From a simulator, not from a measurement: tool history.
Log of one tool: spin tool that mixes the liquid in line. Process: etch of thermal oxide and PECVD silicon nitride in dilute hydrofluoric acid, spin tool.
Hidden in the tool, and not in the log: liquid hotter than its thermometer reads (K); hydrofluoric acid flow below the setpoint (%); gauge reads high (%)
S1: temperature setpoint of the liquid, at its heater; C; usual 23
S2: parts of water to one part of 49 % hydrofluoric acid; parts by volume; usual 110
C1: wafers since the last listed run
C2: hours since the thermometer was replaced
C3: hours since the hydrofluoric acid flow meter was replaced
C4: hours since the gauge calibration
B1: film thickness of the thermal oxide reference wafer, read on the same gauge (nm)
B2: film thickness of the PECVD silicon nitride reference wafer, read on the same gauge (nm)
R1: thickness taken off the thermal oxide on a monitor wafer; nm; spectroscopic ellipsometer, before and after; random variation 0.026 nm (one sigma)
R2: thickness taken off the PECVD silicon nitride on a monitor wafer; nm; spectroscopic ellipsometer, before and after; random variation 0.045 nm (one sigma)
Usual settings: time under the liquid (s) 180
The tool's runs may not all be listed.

run 1 hour=0 | S1=23 S2=130 time_under_the_liquid_(s)=245 | C1=0 C2=565.3 C3=765 C4=572.2 | B1=150 B2=119.95 | R1=8.66 R2=7.95
run 2 hour=43.9 | S1=23 S2=130 time_under_the_liquid_(s)=245 | C1=338 C2=609.2 C3=808.9 C4=616.1 | B1=150 B2=120 | R1=8.6 R2=7.99
run 3 hour=137 | S1=23 S2=165 time_under_the_liquid_(s)=80 | C1=718 C2=702.3 C3=902 C4=709.2 | B1=150.01 B2=120 | R1=2.13 R2=2.04
run 4 hour=182.5 | S1=23 S2=145 time_under_the_liquid_(s)=115 | C1=351 C2=747.8 C3=947.5 C4=754.7 | B1=149.97 B2=120.05 | R1=3.54 R2=3.32
run 5 hour=260.1 | S1=23 S2=110 time_under_the_liquid_(s)=180 | C1=598 C2=825.4 C3=1025.1 C4=832.3 | B1=150.01 B2=120 | R1=7.61 R2=6.86
run 6 hour=335 | S1=21.5 S2=110 time_under_the_liquid_(s)=180 | C1=578 C2=900.3 C3=1100 C4=907.2 | B1=150.01 B2=120.02 | R1=7.15 R2=6.19
run 7 hour=385.9 | S1=25.5 S2=110 time_under_the_liquid_(s)=180 | C1=392 C2=951.2 C3=1150.9 C4=958.1 | B1=149.98 B2=120.01 | R1=8.35 R2=7.94
-- hour=417.5 hydrofluoric acid flow meter replaced
run 8 hour=431.2 | S1=25 S2=75 time_under_the_liquid_(s)=110 | C1=341 C2=996.5 C3=13.7 C4=1003.4 | B1=150.03 B2=119.99 | R1=7.95 R2=7.14
run 9 hour=489.6 | S1=27.5 S2=60 time_under_the_liquid_(s)=85 | C1=450 C2=1054.9 C3=72.1 C4=1061.8 | B1=150 B2=119.98 | R1=8.58 R2=8.02
run 10 hour=533.7 | S1=25 S2=95 time_under_the_liquid_(s)=75 | C1=340 C2=1099 C3=116.2 C4=1105.9 | B1=150 B2=120.07 | R1=4.15 R2=3.81
run 11 hour=835.9 | S1=25.5 S2=130 time_under_the_liquid_(s)=145 | C1=2332 C2=1401.2 C3=418.4 C4=1408.1 | B1=150.02 B2=119.98 | R1=5.66 R2=5.56
run 12 hour=988 | S1=23 S2=85 time_under_the_liquid_(s)=140 | C1=1174 C2=1553.3 C3=570.5 C4=1560.2 | B1=150 B2=119.95 | R1=7.96 R2=6.93
run 13 hour=1046.5 | S1=23 S2=110 time_under_the_liquid_(s)=180 | C1=451 C2=1611.8 C3=629 C4=1618.7 | B1=149.97 B2=120 | R1=7.75 R2=6.85
run 14 hour=1149.4 | S1=23 S2=110 time_under_the_liquid_(s)=180 | C1=794 C2=1714.7 C3=731.9 C4=1721.6 | B1=150.03 B2=120.03 | R1=7.68 R2=6.89
run 15 hour=1204.5 | S1=21 S2=85 time_under_the_liquid_(s)=220 | C1=425 C2=1769.8 C3=787 C4=1776.7 | B1=149.95 B2=119.98 | R1=11.51 R2=9.53
run 16 hour=1289.6 | S1=28 S2=130 time_under_the_liquid_(s)=180 | C1=656 C2=1854.9 C3=872.1 C4=1861.8 | B1=150 B2=119.98 | R1=7.61 R2=7.99
run 17 hour=1342.9 | S1=23 S2=55 time_under_the_liquid_(s)=240 | C1=411 C2=1908.2 C3=925.4 C4=1915.1 | B1=150 B2=119.99 | R1=21.87 R2=17.9
run 18 hour=1413.5 | S1=23 S2=165 time_under_the_liquid_(s)=180 | C1=544 C2=1978.8 C3=996 C4=1985.7 | B1=150.01 B2=119.98 | R1=4.78 R2=4.58
run 19 hour=1449.7 | S1=23 S2=85 time_under_the_liquid_(s)=180 | C1=279 C2=2015 C3=1032.2 C4=2021.9 | B1=150 B2=120.06 | R1=10.18 R2=8.84
-- hour=1500.9 hydrofluoric acid flow meter replaced
run 20 hour=1525.4 | S1=27.5 S2=110 time_under_the_liquid_(s)=180 | C1=576 C2=2090.7 C3=24.5 C4=2097.6 | B1=149.95 B2=120.04 | R1=9.29 R2=9.36
run 21 hour=1569 | S1=23 S2=110 time_under_the_liquid_(s)=100 | C1=336 C2=2134.3 C3=68.1 C4=2141.2 | B1=150.01 B2=120 | R1=4.33 R2=3.9
run 22 hour=1625.5 | S1=23 S2=110 time_under_the_liquid_(s)=125 | C1=436 C2=2190.8 C3=124.6 C4=2197.7 | B1=149.99 B2=120.01 | R1=5.4 R2=4.79
run 23 hour=1698.7 | S1=23 S2=110 time_under_the_liquid_(s)=95 | C1=565 C2=2264 C3=197.8 C4=2270.9 | B1=150 B2=119.95 | R1=4.11 R2=3.64
run 24 hour=1764.3 | S1=23 S2=155 time_under_the_liquid_(s)=235 | C1=506 C2=2329.6 C3=263.4 C4=2336.5 | B1=150.03 B2=119.97 | R1=6.89 R2=6.51
run 25 hour=1843.1 | S1=23 S2=110 time_under_the_liquid_(s)=180 | C1=608 C2=2408.4 C3=342.2 C4=2415.3 | B1=149.98 B2=120.02 | R1=7.73 R2=6.94
run 26 hour=1924 | S1=23 S2=110 time_under_the_liquid_(s)=180 | C1=624 C2=2489.3 C3=423.1 C4=2496.2 | B1=149.99 B2=120.02 | R1=7.73 R2=6.8

Forecast each of these 4 alternatives for the next run:
run A hour=1924.5 | S1=23 S2=110 time_under_the_liquid_(s)=180 | C1=3 C2=2489.8 C3=423.6 C4=2496.7 | B1=? B2=? | R1=? R2=?
run B hour=1924.5 | S1=23 S2=165 time_under_the_liquid_(s)=75 | C1=3 C2=2489.8 C3=423.6 C4=2496.7 | B1=? B2=? | R1=? R2=?
run C hour=1924.5 | S1=25 S2=75 time_under_the_liquid_(s)=180 | C1=3 C2=2489.8 C3=423.6 C4=2496.7 | B1=? B2=? | R1=? R2=?
run D hour=1924.5 | S1=23 S2=110 time_under_the_liquid_(s)=150 | C1=3 C2=2489.8 C3=423.6 C4=2496.7 | B1=? B2=? | R1=? R2=?

run=A B1=149.97 B2=119.98 R1=7.74 R2=6.94
run=B B1=149.97 B2=119.98 R1=2.02 R2=1.94
run=C B1=149.97 B2=119.98 R1=12.84 R2=11.55
run=D B1=149.97 B2=119.98 R1=6.45 R2=5.78
Without the tool's hidden state the same runs would have given:
run=A R1=7.83 R2=7.01
run=B R1=2.04 R2=1.96
run=C R1=12.99 R2=11.67
run=D R1=6.52 R2=5.84

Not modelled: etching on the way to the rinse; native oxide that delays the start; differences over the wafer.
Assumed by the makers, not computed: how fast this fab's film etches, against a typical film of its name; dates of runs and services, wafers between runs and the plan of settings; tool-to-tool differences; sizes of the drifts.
